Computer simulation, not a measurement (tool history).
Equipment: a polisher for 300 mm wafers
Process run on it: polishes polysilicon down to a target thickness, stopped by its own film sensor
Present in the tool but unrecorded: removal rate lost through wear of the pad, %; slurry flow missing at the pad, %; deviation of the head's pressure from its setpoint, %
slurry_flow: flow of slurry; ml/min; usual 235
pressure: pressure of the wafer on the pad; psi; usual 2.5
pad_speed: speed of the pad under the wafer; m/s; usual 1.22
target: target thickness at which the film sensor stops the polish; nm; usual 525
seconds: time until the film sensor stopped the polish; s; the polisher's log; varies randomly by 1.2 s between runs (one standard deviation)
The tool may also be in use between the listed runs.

run   hour  slurry_flow  pressure  pad_speed  target  wafers since the last listed run  wafers polished on this pad  hours since the slurry nozzle was cleaned  hours since the head pressure was calibrated  incoming thickness of the incoming film, nm  seconds
  1      0          235       2.5       1.22     525                                 0                           65                                      348.3                                         473.5                                       1340.9     87.9
  2   38.4          235       2.5       1.22     525                               214                          280                                      386.7                                         511.9                                       1333.3     86.2
  3  104.2          235       2.5       1.22     525                               368                          648                                      452.5                                         577.7                                         1334     85.2
     171.3  -- worn pad replaced by a new one
  4  175.5          235       2.5       1.22     525                               376                           23                                      523.8                                           649                                       1335.2     85.7
  5  234.9          235       2.5       1.22     525                               332                          355                                      583.2                                         708.4                                       1339.4       86
  6  261.2          235         3       1.22     525                               147                          502                                      609.5                                         734.7                                       1340.1     74.3
     311.1  -- slurry nozzle cleaned
  7  321.4          235         3       1.22     525                               331                          833                                       10.3                                         794.9                                       1335.1     74.8
     342.1  -- worn pad replaced by a new one
     345.6  -- head pressure recalibrated
  8  365.1          235         3       1.22     525                               210                          117                                         54                                          19.5                                       1367.8     78.1
  9  433.6          235       2.5       1.12     525                               383                          500                                      122.5                                            88                                       1324.5     92.3
 10  487.8          235       2.5       1.22     525                               303                          804                                      176.7                                         142.2                                       1331.1       85
 11  521.4          235       2.5       1.22     525                               187                          992                                      210.3                                         175.8                                         1328     85.2
     525.9  -- worn pad replaced by a new one
 12  577.1          295       1.6        1.6     619                               289                          286                                        266                                         231.5                                       1344.2     81.7
 13    626          235       2.5       1.22     705                               273                          559                                      314.9                                         280.4                                       1314.8     63.1
     686.6  -- worn pad replaced by a new one
 14  689.6          310       3.1       1.42     676                               333                           16                                      378.5                                           344                                       1344.8     49.9
 15  719.4          310       1.6       1.34     636                               166                          183                                      408.3                                         373.8                                         1340       98
 16  755.9          235       2.5       1.22     525                               204                          387                                      444.8                                         410.3                                       1343.7     85.6
 17  813.2          235       2.5          1     649                               320                          708                                      502.1                                         467.6                                       1323.5       87
     838.4  -- worn pad replaced by a new one
 18  866.7          205         3       1.48     525                               276                          158                                      555.6                                         521.1                                       1352.2     62.6

Describe how what the log doesn't record of the tool's condition differs between the last listed run preceding each entry between runs and the first listed run following it.
Between runs 3 and 4: worn pad replaced by a new one (hour 171.3)
  no hidden state differs between the two runs
Between runs 6 and 7: slurry nozzle cleaned (hour 311.1)
  no hidden state differs between the two runs
Between runs 7 and 8: worn pad replaced by a new one (hour 342.1); head pressure recalibrated (hour 345.6)
  no hidden state differs between the two runs
Between runs 11 and 12: worn pad replaced by a new one (hour 525.9)
  no hidden state differs between the two runs
Between runs 13 and 14: worn pad replaced by a new one (hour 686.6)
  no hidden state differs between the two runs
Between runs 17 and 18: worn pad replaced by a new one (hour 838.4)
  no hidden state differs between the two runs
